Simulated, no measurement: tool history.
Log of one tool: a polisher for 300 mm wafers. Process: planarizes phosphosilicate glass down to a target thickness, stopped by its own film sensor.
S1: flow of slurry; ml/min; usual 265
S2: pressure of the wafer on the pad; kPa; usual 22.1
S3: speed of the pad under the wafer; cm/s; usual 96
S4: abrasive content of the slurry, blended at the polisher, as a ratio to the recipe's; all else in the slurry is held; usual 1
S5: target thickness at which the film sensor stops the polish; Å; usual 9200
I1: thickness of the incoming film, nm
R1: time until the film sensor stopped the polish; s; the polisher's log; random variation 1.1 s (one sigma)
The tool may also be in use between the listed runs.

{"run": 1, "hour": 0.0, "S1": 265, "S2": 18.6, "S3": 116, "S4": 0.85, "S5": 7810, "I1": 1419.2, "R1": 100.8}
{"run": 2, "hour": 47.4, "S1": 345, "S2": 22.1, "S3": 108, "S4": 1, "S5": 9200, "I1": 1455.4, "R1": 67.5}
{"hour": 100.3, "done": "slurry blender recalibrated"}
{"hour": 108.5, "done": "worn pad replaced by a new one, of another model than before"}
{"run": 3, "hour": 109.0, "S1": 320, "S2": 17.2, "S3": 96, "S4": 1.1, "S5": 9200, "I1": 1458, "R1": 79.6}
{"hour": 136.6, "done": "conditioning disc replaced and pad reconditioned"}
{"run": 4, "hour": 160.5, "S1": 265, "S2": 22.1, "S3": 96, "S4": 1, "S5": 9200, "I1": 1438, "R1": 61.2}
{"run": 5, "hour": 221.5, "S1": 265, "S2": 22.1, "S3": 96, "S4": 1, "S5": 9200, "I1": 1430.2, "R1": 63.5}
{"hour": 329.3, "done": "head pressure recalibrated"}
{"run": 6, "hour": 329.8, "S1": 265, "S2": 22.1, "S3": 68, "S4": 1, "S5": 10820, "I1": 1428.6, "R1": 53.1}
{"run": 7, "hour": 386.2, "S1": 355, "S2": 22.1, "S3": 62, "S4": 1.1, "S5": 10380, "I1": 1435.2, "R1": 57.8}
{"run": 8, "hour": 472.7, "S1": 265, "S2": 22.1, "S3": 96, "S4": 1, "S5": 9200, "I1": 1430, "R1": 69}
{"hour": 502.0, "done": "slurry nozzle cleaned"}
{"run": 9, "hour": 529.4, "S1": 265, "S2": 22.1, "S3": 96, "S4": 1, "S5": 9200, "I1": 1431, "R1": 73.2}
{"run": 10, "hour": 571.7, "S1": 265, "S2": 17.9, "S3": 96, "S4": 0.75, "S5": 8720, "I1": 1424.8, "R1": 104.3}
{"run": 11, "hour": 675.3, "S1": 265, "S2": 22.1, "S3": 96, "S4": 1, "S5": 9200, "I1": 1401.7, "R1": 65.7}
{"hour": 732.9, "done": "conditioning disc replaced and pad reconditioned"}
{"run": 12, "hour": 762.0, "S1": 240, "S2": 15.9, "S3": 96, "S4": 1, "S5": 9200, "I1": 1425.6, "R1": 69.4}
{"hour": 783.3, "done": "worn pad replaced by a new one"}
{"hour": 802.0, "done": "slurry blender recalibrated"}
{"run": 13, "hour": 806.9, "S1": 330, "S2": 15.9, "S3": 128, "S4": 1, "S5": 7590, "I1": 1421.7, "R1": 82.1}
{"run": 14, "hour": 864.3, "S1": 265, "S2": 22.1, "S3": 96, "S4": 1, "S5": 8590, "I1": 1456.3, "R1": 77.9}
{"run": 15, "hour": 914.0, "S1": 265, "S2": 22.1, "S3": 96, "S4": 1, "S5": 9200, "I1": 1459.2, "R1": 71.9}
{"run": 16, "hour": 999.7, "S1": 265, "S2": 22.1, "S3": 96, "S4": 1, "S5": 9200, "I1": 1412.4, "R1": 67.6}
{"run": 17, "hour": 1181.8, "S1": 265, "S2": 22.1, "S3": 96, "S4": 1, "S5": 9200, "I1": 1429.1, "R1": 72.5}
{"hour": 1258.5, "done": "slurry nozzle cleaned"}
{"run": 18, "hour": 1272.4, "S1": 345, "S2": 22.1, "S3": 96, "S4": 0.8, "S5": 10830, "I1": 1444.9, "R1": 57.8}
{"hour": 1311.6, "done": "conditioning disc replaced and pad reconditioned"}
{"run": 19, "hour": 1326.4, "S1": 305, "S2": 22.1, "S3": 96, "S4": 1, "S5": 9200, "I1": 1447.4, "R1": 61.8}
{"run": 20, "hour": 1368.3, "S1": 265, "S2": 22.1, "S3": 96, "S4": 0.85, "S5": 9200, "I1": 1434.4, "R1": 67.6}
{"run": 21, "hour": 1434.0, "S1": 265, "S2": 24.1, "S3": 96, "S4": 1, "S5": 9200, "I1": 1429.6, "R1": 62.1}
{"hour": 1477.1, "done": "slurry blender recalibrated"}
{"hour": 1518.0, "done": "worn pad replaced by a new one"}
{"hour": 1543.8, "done": "head pressure recalibrated"}
{"run": 22, "hour": 1596.0, "S1": 265, "S2": 22.1, "S3": 96, "S4": 1, "S5": 9200, "I1": 1417.3, "R1": 67.4}
{"run": 23, "hour": 1644.8, "S1": 350, "S2": 22.1, "S3": 106, "S4": 1, "S5": 9870, "I1": 1422.9, "R1": 56.8}
{"run": 24, "hour": 1730.2, "S1": 265, "S2": 22.1, "S3": 128, "S4": 1.15, "S5": 9200, "I1": 1453.3, "R1": 64.3}

Branching from run 24: 5 alternative next runs. What would each branch give?
{"run": "A", "hour": 1730.6, "S1": 265, "S2": 22.1, "S3": 96, "S4": 1, "S5": 7930, "I1": 1455.1, "R1": "?"}
{"run": "B", "hour": 1730.6, "S1": 265, "S2": 22.1, "S3": 126, "S4": 1, "S5": 9200, "I1": 1455.1, "R1": "?"}
{"run": "C", "hour": 1730.6, "S1": 200, "S2": 27.6, "S3": 96, "S4": 1.2, "S5": 7580, "I1": 1455.1, "R1": "?"}
{"run": "D", "hour": 1730.6, "S1": 265, "S2": 29, "S3": 114, "S4": 1, "S5": 8550, "I1": 1455.1, "R1": "?"}
{"run": "E", "hour": 1730.6, "S1": 265, "S2": 22.1, "S3": 82, "S4": 1, "S5": 9990, "I1": 1455.1, "R1": "?"}

run=A R1=91.1
run=B R1=66.4
run=C R1=79.5
run=D R1=67.8
run=E R1=66.3
Had the tool no hidden state, the same runs would have come out as:
run=A R1=74.8
run=B R1=53.2
run=C R1=64
run=D R1=53.4
run=E R1=55.1
